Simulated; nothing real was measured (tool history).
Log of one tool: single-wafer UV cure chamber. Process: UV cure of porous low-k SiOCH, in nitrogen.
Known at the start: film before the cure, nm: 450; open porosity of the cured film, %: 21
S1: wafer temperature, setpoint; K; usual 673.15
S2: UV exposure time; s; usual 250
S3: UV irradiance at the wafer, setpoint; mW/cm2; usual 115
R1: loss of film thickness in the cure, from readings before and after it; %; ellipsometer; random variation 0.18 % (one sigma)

Run 1, hour 0.0: usual settings but S3 136 mW/cm2. Result: R1 14.336 %.
Run 2, hour 43.9: usual settings but S3 136 mW/cm2. Result: R1 13.960 %.
Run 3, hour 100.1: usual settings but S3 136 mW/cm2. Result: R1 14.068 %.
Run 4, hour 409.3: usual settings. Result: R1 12.508 %.
Run 5, hour 506.4: usual settings. Result: R1 12.682 %.
Run 6, hour 574.2: usual settings but S1 664.15 K, S3 99 mW/cm2. Result: R1 11.814 %.
Run 7, hour 668.5: usual settings but S1 664.15 K, S3 99 mW/cm2. Result: R1 11.833 %.
At hour 707.6: quartz window cleaned.
Run 8, hour 756.6: usual settings but S2 330 s, S3 134 mW/cm2. Result: R1 15.751 %.
Run 9, hour 848.7: usual settings. Result: R1 13.502 %.
Run 10, hour 935.4: usual settings. Result: R1 12.978 %.
At hour 946.4: UV bulbs replaced.
Run 11, hour 1039.0: usual settings but S1 662.15 K. Result: R1 12.614 %.
Run 12, hour 1112.0: usual settings but S1 662.15 K. Result: R1 12.526 %.
Run 13, hour 1218.6: usual settings. Result: R1 12.862 %.
Run 14, hour 1265.7: usual settings. Result: R1 12.983 %.
Run 15, hour 1305.2: usual settings. Result: R1 12.540 %.
Run 16, hour 1344.1: usual settings but S2 215 s. Result: R1 12.009 %.
At hour 1386.8: quartz window cleaned.
Run 17, hour 1400.8: usual settings but S3 127 mW/cm2. Result: R1 14.636 %.
Run 18, hour 1504.8: usual settings but S3 127 mW/cm2. Result: R1 14.226 %.
Run 19, hour 1558.2: usual settings but S3 127 mW/cm2. Result: R1 14.150 %.
Run 20, hour 1596.4: usual settings. Result: R1 13.538 %.
Run 21, hour 1668.9: usual settings. Result: R1 13.034 %.
Run 22, hour 1724.9: usual settings. Result: R1 12.709 %.
Run 23, hour 1781.5: usual settings but S1 663.15 K, S3 104 mW/cm2. Result: R1 12.229 %.
Run 24, hour 1878.8: usual settings. Result: R1 13.031 %.
Run 25, hour 1977.7: usual settings but S1 682.15 K, S2 290 s, S3 85 mW/cm2. Result: R1 12.413 %.
Run 26, hour 2039.2: usual settings but S1 663.15 K, S2 120 s. Result: R1 8.966 %.
Run 27, hour 2099.9: usual settings but S1 679.15 K. Result: R1 13.158 %.
Run 28, hour 2198.8: usual settings but S2 375 s, S3 141 mW/cm2. Result: R1 16.078 %.
At hour 2234.3: quartz window cleaned.
Run 29, hour 2295.6: usual settings but S1 663.15 K, S2 120 s, S3 144 mW/cm2. Result: R1 11.032 %.
Run 30, hour 2342.9: usual settings. Result: R1 13.514 %.
Run 31, hour 2449.6: usual settings but S3 127 mW/cm2. Result: R1 13.392 %.
Run 32, hour 2492.3: usual settings but S1 684.15 K, S2 155 s, S3 139 mW/cm2. Result: R1 11.806 %.
Run 33, hour 2595.8: usual settings but S1 653.15 K, S3 78 mW/cm2. Result: R1 10.452 %.
At hour 2675.9: UV bulbs replaced.
Run 34, hour 2688.9: usual settings. Result: R1 12.984 %.
Run 35, hour 2785.3: usual settings. Result: R1 13.045 %.
Run 36, hour 2853.0: usual settings but S1 682.15 K, S2 345 s, S3 155 mW/cm2. Result: R1 16.464 %.
Run 37, hour 2917.7: usual settings. Result: R1 12.925 %.
Run 38, hour 2955.8: usual settings but S1 679.15 K. Result: R1 12.791 %.
At hour 2969.4: quartz window cleaned.
Run 39, hour 3191.9: usual settings but S1 668.15 K, S2 165 s, S3 87 mW/cm2. Result: R1 9.420 %.
Run 40, hour 3353.1: usual settings but S1 688.15 K, S3 80 mW/cm2. Result: R1 11.368 %.
Run 41, hour 3436.8: usual settings but S2 325 s. Result: R1 14.015 %.
Run 42, hour 3502.7: usual settings but S1 688.15 K, S2 110 s, S3 146 mW/cm2. Result: R1 10.062 %.
Run 43, hour 3571.4: usual settings. Result: R1 12.451 %.
Run 44, hour 3633.9: usual settings but S1 688.15 K, S2 140 s, S3 154 mW/cm2. Result: R1 11.472 %.
At hour 3677.9: quartz window cleaned.
Run 45, hour 3721.6: usual settings but S1 688.15 K, S2 395 s, S3 92 mW/cm2. Result: R1 15.255 %.

3 ways to go on from here, each from the tool as it stands after run 45. What would each give?
Run A, hour 3722.1: usual settings. Result: R1 ?.
Run B, hour 3722.1: usual settings but S1 665.15 K, S2 205 s. Result: R1 ?.
Run C, hour 3722.1: usual settings but S1 654.15 K, S2 390 s, S3 129 mW/cm2. Result: R1 ?.

run      R1
  A  13.644
  B  12.469
  C  16.207
Without the tool's hidden state the same runs would have given:
run      R1
  A  13.838
  B  12.659
  C  16.409
